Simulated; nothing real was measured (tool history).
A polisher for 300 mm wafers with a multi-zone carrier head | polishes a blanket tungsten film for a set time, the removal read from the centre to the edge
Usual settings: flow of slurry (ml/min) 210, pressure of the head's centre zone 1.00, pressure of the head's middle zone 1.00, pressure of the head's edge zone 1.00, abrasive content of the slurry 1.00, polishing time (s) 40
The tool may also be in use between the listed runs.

run	hour	flow of slurry (ml/min)	pressure of the head's centre zone	pressure of the head's middle zone	pressure of the head's edge zone	abrasive content of the slurry	polishing time (s)	incoming thickness of the incoming film, nm	film removed at the wafer's centre (Å)	film removed at mid-radius (Å)	film removed at the wafer's edge (Å)
1	0.0	210	1.00	1.00	1.00	1.00	40	999.5	1618	1772	1859
# hour 30.5: edge zone pressure recalibrated
2	33.8	175	1.00	1.00	1.00	1.00	46	1003.8	1644	1914	1998
3	50.2	175	1.00	1.00	1.00	1.00	46	1003.9	1615	1860	2002
# hour 60.6: slurry nozzle cleaned
# hour 85.0: worn pad replaced by a new one
4	85.5	210	1.00	1.00	0.92	1.00	40	1006.4	1645	1880	1854
5	99.0	210	1.00	1.00	0.92	1.00	40	1002.5	1554	1855	1816
6	114.1	210	1.00	1.00	0.92	1.00	40	994.2	1572	1810	1778
7	134.8	150	1.00	1.10	1.00	1.00	40	1005.4	1406	1816	1702
8	166.0	210	0.95	1.00	1.00	1.00	40	1004.7	1341	1692	1762
# hour 194.1: worn pad replaced by a new one
9	197.6	210	1.00	1.00	1.00	1.25	40	993.9	1615	1966	2008
10	227.9	275	1.00	1.00	1.00	1.00	40	1014.2	1470	1761	1791
# hour 236.2: centre zone pressure recalibrated
11	251.9	210	1.00	1.00	0.93	1.10	40	1005.3	1724	1698	1689
12	263.9	210	1.00	1.00	1.00	1.00	40	997.6	1683	1660	1722
# hour 282.8: carrier head's membrane replaced by a new one
13	288.8	210	1.00	1.00	1.00	1.00	40	1010.0	1619	1645	1656
# hour 307.2: worn pad replaced by a new one
14	320.5	150	1.00	1.11	1.00	0.90	40	994.8	1622	1840	1782
15	335.1	210	1.00	1.00	1.00	1.25	35	1016.8	1601	1615	1707
16	353.4	210	1.00	1.00	1.00	0.70	47	1001.9	1874	1932	1938
17	372.7	250	1.00	1.00	1.06	0.85	44	993.5	1829	1854	1961
18	404.4	185	1.00	1.00	1.00	1.00	40	1000.1	1660	1701	1725
# hour 424.9: worn pad replaced by a new one
19	425.4	210	1.00	1.00	1.00	1.25	53	1006.5	2585	2678	2684
20	446.7	210	0.88	1.08	1.00	1.00	36	1003.7	1431	1738	1670

What if the next run were any one of these 5? Each begins from the tool's condition after run 20:
A	447.1	210	1.00	1.00	1.00	1.00	40	1012.4	?	?	?
B	447.1	230	1.00	1.00	1.00	1.00	40	1012.4	?	?	?
C	447.1	210	1.00	1.11	1.05	1.00	40	1012.4	?	?	?
D	447.1	210	0.89	1.10	1.00	1.00	40	1012.4	?	?	?
E	447.1	185	1.00	1.11	1.00	1.00	40	1012.4	?	?	?

run	film removed at the wafer's centre (Å)	film removed at mid-radius (Å)	film removed at the wafer's edge (Å)
A	1808	1796	1845
B	1832	1817	1862
C	1809	1962	1886
D	1609	1949	1843
E	1773	1927	1818
Stripped of hidden state, with their random variation kept, the same runs would have yielded:
run	film removed at the wafer's centre (Å)	film removed at mid-radius (Å)	film removed at the wafer's edge (Å)
A	1945	1923	1976
B	1970	1945	1993
C	1946	2101	2019
D	1730	2086	1973
E	1907	2063	1947
